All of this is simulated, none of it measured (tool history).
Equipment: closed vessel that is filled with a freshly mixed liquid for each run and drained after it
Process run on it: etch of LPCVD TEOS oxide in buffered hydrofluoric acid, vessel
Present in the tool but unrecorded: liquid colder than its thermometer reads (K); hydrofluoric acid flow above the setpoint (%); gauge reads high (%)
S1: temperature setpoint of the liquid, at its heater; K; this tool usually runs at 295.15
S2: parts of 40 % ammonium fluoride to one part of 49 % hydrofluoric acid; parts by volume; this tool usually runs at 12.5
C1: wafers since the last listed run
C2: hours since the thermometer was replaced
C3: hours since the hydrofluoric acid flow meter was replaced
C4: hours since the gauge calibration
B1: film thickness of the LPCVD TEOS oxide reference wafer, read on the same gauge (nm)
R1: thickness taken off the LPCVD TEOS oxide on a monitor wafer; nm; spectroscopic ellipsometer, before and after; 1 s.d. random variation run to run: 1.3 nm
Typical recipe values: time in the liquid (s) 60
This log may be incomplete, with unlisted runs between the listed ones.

{"run": 1, "hour": 0.0, "S1": 295.15, "S2": 12.5, "time in the liquid (s)": 60, "C1": 0, "C2": 2099.6, "C3": 2037.7, "C4": 2606.7, "B1": 59.99, "R1": 146.62}
{"run": 2, "hour": 97.8, "S1": 299.15, "S2": 10.5, "time in the liquid (s)": 60, "C1": 13002, "C2": 2197.4, "C3": 2135.5, "C4": 2704.5, "B1": 60.02, "R1": 211.87}
{"run": 3, "hour": 150.0, "S1": 299.15, "S2": 10.5, "time in the liquid (s)": 60, "C1": 6940, "C2": 2249.6, "C3": 2187.7, "C4": 2756.7, "B1": 59.99, "R1": 213.1}
{"run": 4, "hour": 257.3, "S1": 299.15, "S2": 10.5, "time in the liquid (s)": 60, "C1": 14265, "C2": 2356.9, "C3": 2295.0, "C4": 2864.0, "B1": 60.0, "R1": 215.01}
{"hour": 259.2, "done": "thermometer replaced"}
{"run": 5, "hour": 359.1, "S1": 295.15, "S2": 12.5, "time in the liquid (s)": 60, "C1": 13401, "C2": 99.9, "C3": 2396.8, "C4": 2965.8, "B1": 60.0, "R1": 161.61}
{"run": 6, "hour": 426.4, "S1": 295.15, "S2": 12.5, "time in the liquid (s)": 60, "C1": 8947, "C2": 167.2, "C3": 2464.1, "C4": 3033.1, "B1": 60.01, "R1": 162.38}
{"hour": 488.1, "done": "gauge calibrated"}
{"run": 7, "hour": 513.3, "S1": 293.65, "S2": 12.5, "time in the liquid (s)": 60, "C1": 11553, "C2": 254.1, "C3": 2551.0, "C4": 25.2, "B1": 59.99, "R1": 148.58}
{"hour": 552.0, "done": "hydrofluoric acid flow meter replaced"}
{"run": 8, "hour": 582.8, "S1": 293.65, "S2": 12.5, "time in the liquid (s)": 60, "C1": 9107, "C2": 323.6, "C3": 30.8, "C4": 94.7, "B1": 59.99, "R1": 147.21}
{"run": 9, "hour": 622.2, "S1": 293.65, "S2": 12.5, "time in the liquid (s)": 60, "C1": 5238, "C2": 363.0, "C3": 70.2, "C4": 134.1, "B1": 60.01, "R1": 146.21}
{"run": 10, "hour": 680.7, "S1": 295.15, "S2": 10.5, "time in the liquid (s)": 60, "C1": 7777, "C2": 421.5, "C3": 128.7, "C4": 192.6, "B1": 60.0, "R1": 189.57}
{"run": 11, "hour": 744.2, "S1": 295.15, "S2": 12.5, "time in the liquid (s)": 60, "C1": 8442, "C2": 485.0, "C3": 192.2, "C4": 256.1, "B1": 60.01, "R1": 158.91}
{"run": 12, "hour": 814.3, "S1": 291.15, "S2": 12.5, "time in the liquid (s)": 35, "C1": 9320, "C2": 555.1, "C3": 262.3, "C4": 326.2, "B1": 60.02, "R1": 73.47}
{"run": 13, "hour": 899.3, "S1": 290.65, "S2": 17.0, "time in the liquid (s)": 35, "C1": 11301, "C2": 640.1, "C3": 347.3, "C4": 411.2, "B1": 59.99, "R1": 53.22}
{"run": 14, "hour": 985.2, "S1": 295.15, "S2": 12.5, "time in the liquid (s)": 35, "C1": 11420, "C2": 726.0, "C3": 433.2, "C4": 497.1, "B1": 59.98, "R1": 93.37}
{"run": 15, "hour": 1044.9, "S1": 296.65, "S2": 12.5, "time in the liquid (s)": 30, "C1": 7937, "C2": 785.7, "C3": 492.9, "C4": 556.8, "B1": 60.01, "R1": 85.07}
{"run": 16, "hour": 1115.0, "S1": 298.15, "S2": 12.5, "time in the liquid (s)": 80, "C1": 9320, "C2": 855.8, "C3": 563.0, "C4": 626.9, "B1": 60.0, "R1": 247.11}

The next listed run, before its measurement:
{"run": 17, "hour": 1190.6, "S1": 295.15, "S2": 12.5, "time in the liquid (s)": 60, "C1": 10051, "C2": 931.4, "C3": 638.6, "C4": 702.5, "B1": "?", "R1": "?"}

{"run 17": {"B1": 59.99, "R1": 155.2}}
On a tool with no hidden condition, and with the same random variation, this run would have come out at R1 163.60 nm.

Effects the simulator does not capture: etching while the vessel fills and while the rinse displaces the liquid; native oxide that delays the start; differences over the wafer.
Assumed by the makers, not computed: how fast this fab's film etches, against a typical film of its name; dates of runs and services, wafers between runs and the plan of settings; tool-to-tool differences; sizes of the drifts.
